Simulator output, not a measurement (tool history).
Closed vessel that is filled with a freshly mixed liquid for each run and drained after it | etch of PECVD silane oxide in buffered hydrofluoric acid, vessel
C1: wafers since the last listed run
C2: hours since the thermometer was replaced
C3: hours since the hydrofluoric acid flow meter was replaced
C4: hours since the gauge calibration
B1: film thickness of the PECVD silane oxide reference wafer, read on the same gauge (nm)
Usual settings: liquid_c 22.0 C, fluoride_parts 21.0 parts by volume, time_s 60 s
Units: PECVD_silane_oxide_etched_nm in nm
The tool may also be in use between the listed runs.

{"run": 1, "day": 0.0, "liquid_c": 22.0, "fluoride_parts": 21.0, "time_s": 60, "C1": 0, "C2": 572.8, "C3": 182.5, "C4": 585.1, "B1": 150.04, "PECVD_silane_oxide_etched_nm": 93.06}
{"run": 2, "day": 2.925, "liquid_c": 22.0, "fluoride_parts": 21.0, "time_s": 60, "C1": 4924, "C2": 643.0, "C3": 252.7, "C4": 655.3, "B1": 150.0, "PECVD_silane_oxide_etched_nm": 93.09}
{"run": 3, "day": 6.379, "liquid_c": 22.0, "fluoride_parts": 21.0, "time_s": 60, "C1": 5814, "C2": 725.9, "C3": 335.6, "C4": 738.2, "B1": 150.02, "PECVD_silane_oxide_etched_nm": 93.57}
{"day": 6.729, "done": "thermometer replaced"}
{"run": 4, "day": 8.075, "liquid_c": 22.0, "fluoride_parts": 21.0, "time_s": 60, "C1": 2784, "C2": 32.3, "C3": 376.3, "C4": 778.9, "B1": 150.0, "PECVD_silane_oxide_etched_nm": 87.96}
{"run": 5, "day": 10.542, "liquid_c": 22.0, "fluoride_parts": 21.0, "time_s": 60, "C1": 4152, "C2": 91.5, "C3": 435.5, "C4": 838.1, "B1": 150.0, "PECVD_silane_oxide_etched_nm": 89.12}
{"run": 6, "day": 14.825, "liquid_c": 22.0, "fluoride_parts": 21.0, "time_s": 60, "C1": 7210, "C2": 194.3, "C3": 538.3, "C4": 940.9, "B1": 149.97, "PECVD_silane_oxide_etched_nm": 89.61}
{"run": 7, "day": 18.417, "liquid_c": 22.0, "fluoride_parts": 21.0, "time_s": 60, "C1": 6046, "C2": 280.5, "C3": 624.5, "C4": 1027.1, "B1": 150.0, "PECVD_silane_oxide_etched_nm": 90.2}
{"run": 8, "day": 20.233, "liquid_c": 22.0, "fluoride_parts": 21.0, "time_s": 35, "C1": 3058, "C2": 324.1, "C3": 668.1, "C4": 1070.7, "B1": 150.01, "PECVD_silane_oxide_etched_nm": 52.85}
{"run": 9, "day": 24.521, "liquid_c": 22.0, "fluoride_parts": 27.5, "time_s": 60, "C1": 7217, "C2": 427.0, "C3": 771.0, "C4": 1173.6, "B1": 150.01, "PECVD_silane_oxide_etched_nm": 76.6}
{"run": 10, "day": 26.388, "liquid_c": 22.0, "fluoride_parts": 27.5, "time_s": 60, "C1": 3142, "C2": 471.8, "C3": 815.8, "C4": 1218.4, "B1": 150.01, "PECVD_silane_oxide_etched_nm": 76.32}
{"run": 11, "day": 30.371, "liquid_c": 24.5, "fluoride_parts": 21.0, "time_s": 60, "C1": 6705, "C2": 567.4, "C3": 911.4, "C4": 1314.0, "B1": 150.04, "PECVD_silane_oxide_etched_nm": 105.73}
{"day": 31.983, "done": "hydrofluoric acid flow meter replaced"}
{"run": 12, "day": 33.504, "liquid_c": 22.0, "fluoride_parts": 21.0, "time_s": 40, "C1": 5204, "C2": 642.6, "C3": 36.5, "C4": 1389.2, "B1": 149.99, "PECVD_silane_oxide_etched_nm": 61.66}
{"run": 13, "day": 36.612, "liquid_c": 22.0, "fluoride_parts": 21.0, "time_s": 40, "C1": 5232, "C2": 717.2, "C3": 111.1, "C4": 1463.8, "B1": 150.0, "PECVD_silane_oxide_etched_nm": 63.22}
{"run": 14, "day": 38.292, "liquid_c": 25.5, "fluoride_parts": 21.0, "time_s": 85, "C1": 2826, "C2": 757.5, "C3": 151.4, "C4": 1504.1, "B1": 150.03, "PECVD_silane_oxide_etched_nm": 160.44}
{"day": 40.308, "done": "thermometer replaced"}
{"run": 15, "day": 41.796, "liquid_c": 26.0, "fluoride_parts": 21.0, "time_s": 60, "C1": 5828, "C2": 35.7, "C3": 235.5, "C4": 1588.2, "B1": 150.01, "PECVD_silane_oxide_etched_nm": 109.95}
{"run": 16, "day": 45.321, "liquid_c": 20.5, "fluoride_parts": 14.5, "time_s": 75, "C1": 5934, "C2": 120.3, "C3": 320.1, "C4": 1672.8, "B1": 150.0, "PECVD_silane_oxide_etched_nm": 147.13}
{"run": 17, "day": 47.771, "liquid_c": 22.0, "fluoride_parts": 21.0, "time_s": 75, "C1": 4124, "C2": 179.1, "C3": 378.9, "C4": 1731.6, "B1": 150.02, "PECVD_silane_oxide_etched_nm": 112.05}
{"day": 51.867, "done": "gauge calibrated"}
{"run": 18, "day": 52.108, "liquid_c": 25.0, "fluoride_parts": 26.0, "time_s": 60, "C1": 7301, "C2": 283.2, "C3": 483.0, "C4": 5.8, "B1": 149.99, "PECVD_silane_oxide_etched_nm": 92.36}
{"run": 19, "day": 64.333, "liquid_c": 22.0, "fluoride_parts": 21.0, "time_s": 60, "C1": 20579, "C2": 576.6, "C3": 776.4, "C4": 299.2, "B1": 149.99, "PECVD_silane_oxide_etched_nm": 93.86}
{"day": 67.258, "done": "hydrofluoric acid flow meter replaced"}
{"day": 69.071, "done": "thermometer replaced"}
{"run": 20, "day": 75.808, "liquid_c": 22.0, "fluoride_parts": 21.0, "time_s": 60, "C1": 19176, "C2": 161.7, "C3": 205.2, "C4": 574.6, "B1": 150.01, "PECVD_silane_oxide_etched_nm": 89.41}
{"run": 21, "day": 79.771, "liquid_c": 22.0, "fluoride_parts": 21.0, "time_s": 60, "C1": 6670, "C2": 256.8, "C3": 300.3, "C4": 669.7, "B1": 150.01, "PECVD_silane_oxide_etched_nm": 91.51}
{"run": 22, "day": 81.958, "liquid_c": 22.0, "fluoride_parts": 13.5, "time_s": 60, "C1": 3682, "C2": 309.3, "C3": 352.8, "C4": 722.2, "B1": 150.01, "PECVD_silane_oxide_etched_nm": 138.95}
{"run": 23, "day": 84.054, "liquid_c": 22.0, "fluoride_parts": 21.0, "time_s": 60, "C1": 3528, "C2": 359.6, "C3": 403.1, "C4": 772.5, "B1": 150.02, "PECVD_silane_oxide_etched_nm": 92.29}
{"run": 24, "day": 85.925, "liquid_c": 25.5, "fluoride_parts": 17.5, "time_s": 60, "C1": 3149, "C2": 404.5, "C3": 448.0, "C4": 817.4, "B1": 150.04, "PECVD_silane_oxide_etched_nm": 132.04}
{"run": 25, "day": 87.962, "liquid_c": 22.0, "fluoride_parts": 21.0, "time_s": 60, "C1": 3429, "C2": 453.4, "C3": 496.9, "C4": 866.3, "B1": 150.01, "PECVD_silane_oxide_etched_nm": 92.96}
{"run": 26, "day": 89.996, "liquid_c": 25.0, "fluoride_parts": 28.5, "time_s": 30, "C1": 3422, "C2": 502.2, "C3": 545.7, "C4": 915.1, "B1": 149.98, "PECVD_silane_oxide_etched_nm": 44.4}
{"run": 27, "day": 92.354, "liquid_c": 22.0, "fluoride_parts": 21.0, "time_s": 60, "C1": 3970, "C2": 558.8, "C3": 602.3, "C4": 971.7, "B1": 150.0, "PECVD_silane_oxide_etched_nm": 93.42}
{"run": 28, "day": 94.029, "liquid_c": 19.5, "fluoride_parts": 14.5, "time_s": 80, "C1": 2819, "C2": 599.0, "C3": 642.5, "C4": 1011.9, "B1": 149.99, "PECVD_silane_oxide_etched_nm": 155.53}
{"run": 29, "day": 96.525, "liquid_c": 22.0, "fluoride_parts": 27.5, "time_s": 60, "C1": 4201, "C2": 658.9, "C3": 702.4, "C4": 1071.8, "B1": 149.97, "PECVD_silane_oxide_etched_nm": 78.21}
{"run": 30, "day": 98.717, "liquid_c": 17.5, "fluoride_parts": 21.0, "time_s": 60, "C1": 3689, "C2": 711.5, "C3": 755.0, "C4": 1124.4, "B1": 150.02, "PECVD_silane_oxide_etched_nm": 74.36}
{"run": 31, "day": 100.958, "liquid_c": 22.0, "fluoride_parts": 28.5, "time_s": 60, "C1": 3773, "C2": 765.3, "C3": 808.8, "C4": 1178.2, "B1": 150.01, "PECVD_silane_oxide_etched_nm": 77.39}

Forecast each of these 5 alternatives for the next run:
{"run": "A", "day": 100.988, "liquid_c": 22.0, "fluoride_parts": 21.0, "time_s": 45, "C1": 49, "C2": 766.0, "C3": 809.5, "C4": 1178.9, "B1": "?", "PECVD_silane_oxide_etched_nm": "?"}
{"run": "B", "day": 100.988, "liquid_c": 22.0, "fluoride_parts": 13.5, "time_s": 90, "C1": 49, "C2": 766.0, "C3": 809.5, "C4": 1178.9, "B1": "?", "PECVD_silane_oxide_etched_nm": "?"}
{"run": "C", "day": 100.988, "liquid_c": 24.0, "fluoride_parts": 24.0, "time_s": 60, "C1": 49, "C2": 766.0, "C3": 809.5, "C4": 1178.9, "B1": "?", "PECVD_silane_oxide_etched_nm": "?"}
{"run": "D", "day": 100.988, "liquid_c": 26.0, "fluoride_parts": 21.0, "time_s": 40, "C1": 49, "C2": 766.0, "C3": 809.5, "C4": 1178.9, "B1": "?", "PECVD_silane_oxide_etched_nm": "?"}
{"run": "E", "day": 100.988, "liquid_c": 22.0, "fluoride_parts": 27.0, "time_s": 80, "C1": 49, "C2": 766.0, "C3": 809.5, "C4": 1178.9, "B1": "?", "PECVD_silane_oxide_etched_nm": "?"}

run=A B1=149.97 PECVD_silane_oxide_etched_nm=70.30
run=B B1=149.97 PECVD_silane_oxide_etched_nm=214.08
run=C B1=149.97 PECVD_silane_oxide_etched_nm=95.39
run=D B1=149.97 PECVD_silane_oxide_etched_nm=77.65
run=E B1=149.97 PECVD_silane_oxide_etched_nm=105.11
Without the tool's hidden state the same runs would have given:
run=A PECVD_silane_oxide_etched_nm=65.18
run=B PECVD_silane_oxide_etched_nm=198.52
run=C PECVD_silane_oxide_etched_nm=88.51
run=D PECVD_silane_oxide_etched_nm=72.13
run=E PECVD_silane_oxide_etched_nm=97.43
